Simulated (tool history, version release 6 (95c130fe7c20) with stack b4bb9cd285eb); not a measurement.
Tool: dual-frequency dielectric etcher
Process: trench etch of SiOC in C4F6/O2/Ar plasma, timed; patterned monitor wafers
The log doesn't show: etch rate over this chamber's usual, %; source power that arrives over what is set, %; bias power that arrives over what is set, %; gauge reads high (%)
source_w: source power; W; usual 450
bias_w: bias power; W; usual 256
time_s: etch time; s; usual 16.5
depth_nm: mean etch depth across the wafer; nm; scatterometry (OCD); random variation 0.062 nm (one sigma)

run,day,source_w,bias_w,time_s,wafers since the last listed run,hours since the last wet clean,hours since the last source power generator calibration,hours since the last bias power generator calibration,hours since the last upper electrode change,hours since the gauge calibration,"read-back reference wafer on the same gauge, depth_nm",depth_nm
1,0.000,450,256,16.5,0,77.4,3640.0,3323.7,4680.6,266.6,44.70,41.32
2,0.329,450,256,14.0,111,85.3,3647.9,3331.6,4688.5,274.5,44.71,35.19
3,0.758,450,256,14.0,144,95.6,3658.2,3341.9,4698.8,284.8,44.72,35.10
4,1.417,450,256,16.5,222,111.4,3674.0,3357.7,4714.6,300.6,44.69,41.47
5,3.596,450,256,16.5,734,163.7,3726.3,3410.0,4766.9,352.9,44.72,41.49
6,4.346,450,256,16.5,252,181.7,3744.3,3428.0,4784.9,370.9,44.71,41.59
7,4.729,450,256,16.5,129,190.9,3753.5,3437.2,4794.1,380.1,44.71,41.57
8,5.267,450,256,16.5,181,203.8,3766.4,3450.1,4807.0,393.0,44.70,41.54
# day 5.538: bias power generator calibrated
9,5.667,450,256,16.5,78,213.4,3776.0,3.1,4816.6,402.6,44.71,41.52
# day 6.712: upper electrode replaced
10,6.733,450,256,16.5,22,239.0,3801.6,28.7,0.5,428.2,44.70,41.57
11,6.746,450,256,16.5,4,239.3,3801.9,29.0,0.8,428.5,44.71,41.62
12,6.758,450,256,16.5,4,239.6,3802.2,29.3,1.1,428.8,44.70,41.60
# day 6.858: gauge calibrated
13,6.892,450,256,16.5,44,242.8,3805.4,32.5,4.3,0.8,44.70,41.46
14,7.471,500,256,16.5,195,256.7,3819.3,46.4,18.2,14.7,44.70,43.40
15,8.054,510,296,18.5,196,270.7,3833.3,60.4,32.2,28.7,44.71,52.06
16,8.517,450,256,16.5,155,281.8,3844.4,71.5,43.3,39.8,44.70,41.57
17,9.058,500,256,16.5,182,294.8,3857.4,84.5,56.3,52.8,44.70,43.52
18,9.508,550,203,18.5,151,305.6,3868.2,95.3,67.1,63.6,44.69,46.11
19,10.142,350,303,12.0,213,320.8,3883.4,110.5,82.3,78.8,44.70,29.24
20,10.604,450,256,18.0,155,331.9,3894.5,121.6,93.4,89.9,44.70,45.39
# day 11.383: source power generator calibrated
21,11.404,450,256,16.5,213,351.1,0.5,140.8,112.6,109.1,44.68,41.73
22,11.962,350,256,13.0,188,364.5,13.9,154.2,126.0,122.5,44.69,29.63
# day 13.171: wet clean of the chamber
23,13.192,510,221,12.0,77,0.5,43.4,183.7,155.5,152.0,44.70,29.78
24,13.204,450,256,11.5,4,0.8,43.7,184.0,155.8,152.3,44.70,28.78
25,13.671,450,256,13.0,157,12.0,54.9,195.2,167.0,163.5,44.70,32.50
26,14.392,450,256,13.0,243,29.3,72.2,212.5,184.3,180.8,44.70,32.58
27,14.958,530,201,16.5,191,42.9,85.8,226.1,197.9,194.4,44.70,40.19
28,15.625,450,275,18.0,224,58.9,101.8,242.1,213.9,210.4,44.70,46.60
29,16.238,450,256,16.5,206,73.6,116.5,256.8,228.6,225.1,44.69,41.50
30,16.958,450,256,16.5,243,90.9,133.8,274.1,245.9,242.4,44.71,41.28

Forecast each of these 4 alternatives for the next run:
A,16.975,450,256,16.5,5,91.3,134.2,274.5,246.3,242.8,?,?
B,16.975,520,312,16.5,5,91.3,134.2,274.5,246.3,242.8,?,?
C,16.975,530,256,21.5,5,91.3,134.2,274.5,246.3,242.8,?,?
D,16.975,500,256,18.5,5,91.3,134.2,274.5,246.3,242.8,?,?

run,"read-back reference wafer on the same gauge, depth_nm",depth_nm
A,44.71,41.41
B,44.71,47.72
C,44.71,57.77
D,44.71,48.52
Without the tool's hidden state the same runs would have given:
run,depth_nm
A,41.19
B,47.46
C,57.46
D,48.26
